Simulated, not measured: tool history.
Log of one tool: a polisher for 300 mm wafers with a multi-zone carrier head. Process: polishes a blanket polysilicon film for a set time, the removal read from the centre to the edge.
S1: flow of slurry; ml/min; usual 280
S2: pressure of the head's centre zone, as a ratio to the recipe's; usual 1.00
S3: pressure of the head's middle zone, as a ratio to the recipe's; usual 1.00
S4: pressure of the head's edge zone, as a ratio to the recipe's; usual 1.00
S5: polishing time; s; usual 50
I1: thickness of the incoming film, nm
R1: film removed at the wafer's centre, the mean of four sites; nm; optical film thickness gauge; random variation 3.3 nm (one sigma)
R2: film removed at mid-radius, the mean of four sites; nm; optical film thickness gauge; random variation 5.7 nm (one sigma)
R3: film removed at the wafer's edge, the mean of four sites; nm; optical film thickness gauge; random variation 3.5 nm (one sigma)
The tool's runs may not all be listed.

{"run": 1, "day": 0.0, "S1": 280, "S2": 1.0, "S3": 1.0, "S4": 1.0, "S5": 50, "I1": 1786.7, "R1": 383.2, "R2": 389.1, "R3": 395.4}
{"run": 2, "day": 0.592, "S1": 280, "S2": 1.0, "S3": 1.0, "S4": 1.0, "S5": 50, "I1": 1797.7, "R1": 375.7, "R2": 371.5, "R3": 379.9}
{"run": 3, "day": 1.108, "S1": 280, "S2": 1.0, "S3": 1.0, "S4": 1.0, "S5": 50, "I1": 1766.4, "R1": 379.3, "R2": 372.5, "R3": 379.1}
{"run": 4, "day": 1.696, "S1": 280, "S2": 1.0, "S3": 1.0, "S4": 1.0, "S5": 50, "I1": 1786.6, "R1": 364.5, "R2": 359.9, "R3": 378.7}
{"run": 5, "day": 2.3, "S1": 280, "S2": 1.0, "S3": 1.0, "S4": 1.0, "S5": 50, "I1": 1808.0, "R1": 399.4, "R2": 395.2, "R3": 399.4}
{"run": 6, "day": 2.962, "S1": 280, "S2": 1.0, "S3": 1.07, "S4": 1.0, "S5": 50, "I1": 1771.8, "R1": 393.8, "R2": 404.4, "R3": 394.9}
{"run": 7, "day": 3.546, "S1": 280, "S2": 1.0, "S3": 1.07, "S4": 1.0, "S5": 50, "I1": 1775.6, "R1": 394.6, "R2": 407.9, "R3": 395.1}
{"run": 8, "day": 4.254, "S1": 200, "S2": 1.0, "S3": 1.0, "S4": 1.0, "S5": 62, "I1": 1780.7, "R1": 462.5, "R2": 462.1, "R3": 475.3}
{"run": 9, "day": 4.625, "S1": 280, "S2": 1.0, "S3": 1.0, "S4": 1.0, "S5": 38, "I1": 1821.5, "R1": 323.5, "R2": 320.0, "R3": 330.3}
{"run": 10, "day": 4.95, "S1": 280, "S2": 1.03, "S3": 1.09, "S4": 1.0, "S5": 56, "I1": 1774.9, "R1": 499.0, "R2": 509.5, "R3": 477.3}
{"run": 11, "day": 5.65, "S1": 280, "S2": 1.0, "S3": 1.0, "S4": 0.93, "S5": 34, "I1": 1796.0, "R1": 278.0, "R2": 285.9, "R3": 274.1}
{"run": 12, "day": 5.904, "S1": 380, "S2": 1.0, "S3": 1.0, "S4": 1.0, "S5": 50, "I1": 1816.6, "R1": 422.6, "R2": 416.3, "R3": 422.7}
{"run": 13, "day": 6.421, "S1": 200, "S2": 1.0, "S3": 1.0, "S4": 1.0, "S5": 62, "I1": 1781.3, "R1": 475.4, "R2": 477.3, "R3": 491.1}
{"run": 14, "day": 7.062, "S1": 280, "S2": 1.0, "S3": 1.0, "S4": 1.0, "S5": 50, "I1": 1779.4, "R1": 402.1, "R2": 402.1, "R3": 411.7}
{"run": 15, "day": 7.579, "S1": 280, "S2": 1.0, "S3": 1.0, "S4": 1.0, "S5": 50, "I1": 1811.5, "R1": 406.0, "R2": 405.9, "R3": 409.6}

Taken out of this log: 5 entries between the listed runs. Where each belongs, and how the hidden state differs across it:
Between runs 4 and 5: slurry nozzle cleaned (day 2.279)
  removal rate lost through wear of the pad, %: 8.66 -> 9.04; slurry flow missing at the pad, %: 37.9 -> 3.05
  measured less the result without the state, R1: -68.8 -> -41.5 nm; R2: -64.4 -> -40.8 nm; R3: -59.4 -> -40.9 nm
Between runs 5 and 6: centre zone pressure recalibrated (day 2.462)
  removal rate lost through wear of the pad, %: 9.04 -> 9.38; slurry flow missing at the pad, %: 3.05 -> 3.11
  measured less the result without the state, R1: -41.5 -> -42.5 nm; R2: -40.8 -> -43.5 nm; R3: -40.9 -> -42.1 nm
Between runs 7 and 8: carrier head's membrane replaced by a new one (day 4.079)
  removal rate lost through wear of the pad, %: 9.61 -> 9.84; slurry flow missing at the pad, %: 3.24 -> 3.51
  measured less the result without the state, R1: -43.8 -> -54.0 nm; R2: -45.2 -> -53.5 nm; R3: -43.3 -> -54.3 nm
Between runs 8 and 9: worn pad replaced by a new one (day 4.604)
  removal rate lost through wear of the pad, %: 9.84 -> 1.05; slurry flow missing at the pad, %: 3.51 -> 3.7
  measured less the result without the state, R1: -54.0 -> -5.0 nm; R2: -53.5 -> -4.8 nm; R3: -54.3 -> -4.6 nm
Between runs 9 and 10: edge zone pressure recalibrated (day 4.779)
  removal rate lost through wear of the pad, %: 1.05 -> 2.1; slurry flow missing at the pad, %: 3.7 -> 3.89
  measured less the result without the state, R1: -5.0 -> -13.3 nm; R2: -4.8 -> -13.4 nm; R3: -4.6 -> -12.0 nm
